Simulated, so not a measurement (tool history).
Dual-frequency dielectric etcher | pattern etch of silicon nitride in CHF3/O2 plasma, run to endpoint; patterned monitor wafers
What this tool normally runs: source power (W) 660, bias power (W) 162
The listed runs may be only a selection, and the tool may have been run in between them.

run	hour	source power (W)	bias power (W)	incoming incoming film thickness, nm	endpoint time (s)
1	0.0	660	162	70.4	44.6
2	56.0	660	141	71.3	48.1
# hour 90.3: wet clean of the chamber
3	118.9	660	141	70.7	49.0
4	163.3	660	141	71.3	48.8
5	199.0	660	134	71.2	50.3
6	348.1	660	162	71.8	45.9
7	385.8	660	162	71.6	45.9
8	435.3	560	162	71.3	47.5
9	505.9	560	162	71.3	46.6
10	542.0	590	162	71.7	46.3
# hour 581.9: wet clean of the chamber
11	602.3	740	162	71.4	45.1
12	654.5	740	162	71.5	45.1
13	718.7	740	162	71.6	45.1
14	758.9	660	162	71.0	45.3
15	791.7	660	162	71.5	46.5
16	831.5	660	162	71.1	46.0
17	859.9	760	185	71.7	42.3
18	885.0	750	136	71.5	47.4
# hour 896.0: source power generator calibrated
# hour 917.4: upper electrode replaced, of another model than before
19	922.5	510	122	71.2	57.5
20	946.7	600	133	72.1	53.0
21	982.6	520	162	71.3	46.6
22	1016.5	660	162	71.9	45.9
23	1066.8	590	126	70.9	54.2
24	1098.7	800	126	71.3	51.5
# hour 1161.7: bias power generator calibrated
25	1162.2	520	186	71.1	42.3
26	1189.1	660	162	71.2	44.5
# hour 1233.3: wet clean of the chamber
27	1258.4	570	192	70.9	42.0
28	1289.1	520	162	71.5	48.2
29	1399.2	660	162	71.3	46.1
30	1461.4	660	162	71.5	45.8
31	1528.3	600	133	72.1	53.3
32	1581.6	760	162	71.7	44.7
33	1641.9	770	149	71.8	46.6
34	1703.8	570	162	71.8	46.6

What if the next run were any one of these 5? Each begins from the tool's condition after run 34:
A	1704.2	660	162	71.6	?
B	1704.2	560	137	71.6	?
C	1704.2	720	135	71.6	?
D	1704.2	580	162	71.6	?
E	1704.2	570	199	71.6	?

run	endpoint time (s)
A	45.3
B	51.8
C	50.4
D	46.2
E	41.0
With the hidden condition removed and each run's random variation left untouched, the same runs would have given:
run	endpoint time (s)
A	47.2
B	53.9
C	52.4
D	48.1
E	42.6
